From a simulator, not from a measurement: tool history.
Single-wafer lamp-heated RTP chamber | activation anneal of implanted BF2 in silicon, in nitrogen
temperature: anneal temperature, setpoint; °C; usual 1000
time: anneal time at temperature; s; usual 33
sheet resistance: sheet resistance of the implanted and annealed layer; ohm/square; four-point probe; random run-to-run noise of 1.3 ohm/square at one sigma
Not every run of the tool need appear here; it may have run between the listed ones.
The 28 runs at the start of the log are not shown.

| run | hour | temperature | time | read-back reference wafer on the same gauge, sheet resistance | sheet resistance |
|---|---|---|---|---|---|
| 29 | 790.9 | 1012 | 49 | 593.46 | 650.73 |
| 30 | 803.9 | 991 | 26 | 593.11 | 673.56 |
| 31 | 822.8 | 984 | 18 | 592.97 | 684.37 |
| 32 | 837.7 | 986 | 33 | 592.94 | 675.77 |
|  | 858.2 | pyrometer window cleaned and pyrometer calibrated |
| 33 | 858.7 | 1000 | 33 | 592.25 | 671.62 |
| 34 | 875.6 | 1000 | 23 | 592.79 | 677.95 |
|  | 891.3 | reflector plate cleaned |
| 35 | 902.5 | 1000 | 20 | 592.57 | 681.3 |
| 36 | 928.6 | 1000 | 33 | 592.66 | 671.08 |

Forecast each of these 5 alternatives for the next run:
| A | 929 | 1000 | 33 | ? | ? |
| B | 929 | 1010 | 49 | ? | ? |
| C | 929 | 1018 | 26 | ? | ? |
| D | 929 | 1020 | 14 | ? | ? |
| E | 929 | 1000 | 49 | ? | ? |

| run | read-back reference wafer on the same gauge, sheet resistance | sheet resistance |
|---|---|---|
| A | 593.16 | 670.83 |
| B | 593.16 | 654.62 |
| C | 593.16 | 667.1 |
| D | 593.16 | 679.88 |
| E | 593.16 | 660.74 |
Stripped of hidden state, with their random variation kept, the same runs would have yielded:
| run | sheet resistance |
|---|---|
| A | 671.61 |
| B | 655.53 |
| C | 667.85 |
| D | 680.44 |
| E | 661.62 |
